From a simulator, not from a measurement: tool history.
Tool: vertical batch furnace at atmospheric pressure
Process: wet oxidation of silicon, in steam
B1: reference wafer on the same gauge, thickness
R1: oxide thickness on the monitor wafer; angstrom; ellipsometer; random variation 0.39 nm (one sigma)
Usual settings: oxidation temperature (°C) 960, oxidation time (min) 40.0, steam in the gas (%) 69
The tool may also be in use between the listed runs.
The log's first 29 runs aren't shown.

Run 30, hour 788.6: usual settings; B1 192.07. Result: R1 1723.3 angstrom.
Run 31, hour 803.6: usual settings; B1 191.90. Result: R1 1728.9 angstrom.
Run 32, hour 825.1: usual settings; B1 191.81. Result: R1 1737.8 angstrom.
Run 33, hour 856.9: usual settings but oxidation temperature (°C) 936, oxidation time (min) 49.5, steam in the gas (%) 76; B1 191.86. Result: R1 1729.3 angstrom.
Run 34, hour 878.8: usual settings but oxidation temperature (°C) 939; B1 191.94. Result: R1 1410.9 angstrom.
Run 35, hour 910.6: usual settings but oxidation temperature (°C) 983, oxidation time (min) 22.0; B1 191.78. Result: R1 1380.1 angstrom.
Run 36, hour 987.3: usual settings; B1 191.91. Result: R1 1731.5 angstrom.
Run 37, hour 1016.2: usual settings but oxidation time (min) 49.0; B1 192.07. Result: R1 2007.5 angstrom.

Forecast each of these 4 alternatives for the next run:
Run A, hour 1020.6: usual settings; B1 ?. Result: R1 ?.
Run B, hour 1020.6: usual settings but oxidation temperature (°C) 953, oxidation time (min) 46.0, steam in the gas (%) 76; B1 ?. Result: R1 ?.
Run C, hour 1020.6: usual settings but oxidation temperature (°C) 978; B1 ?. Result: R1 ?.
Run D, hour 1020.6: usual settings but oxidation temperature (°C) 977, steam in the gas (%) 77; B1 ?. Result: R1 ?.

run      B1      R1
  A  192.06  1720.1
  B  192.06  1921.2
  C  192.06  2035.3
  D  192.06  2185.8
Without the tool's hidden state the same runs would have given:
run      R1
  A  1713.3
  B  1913.5
  C  2027.8
  D  2177.7
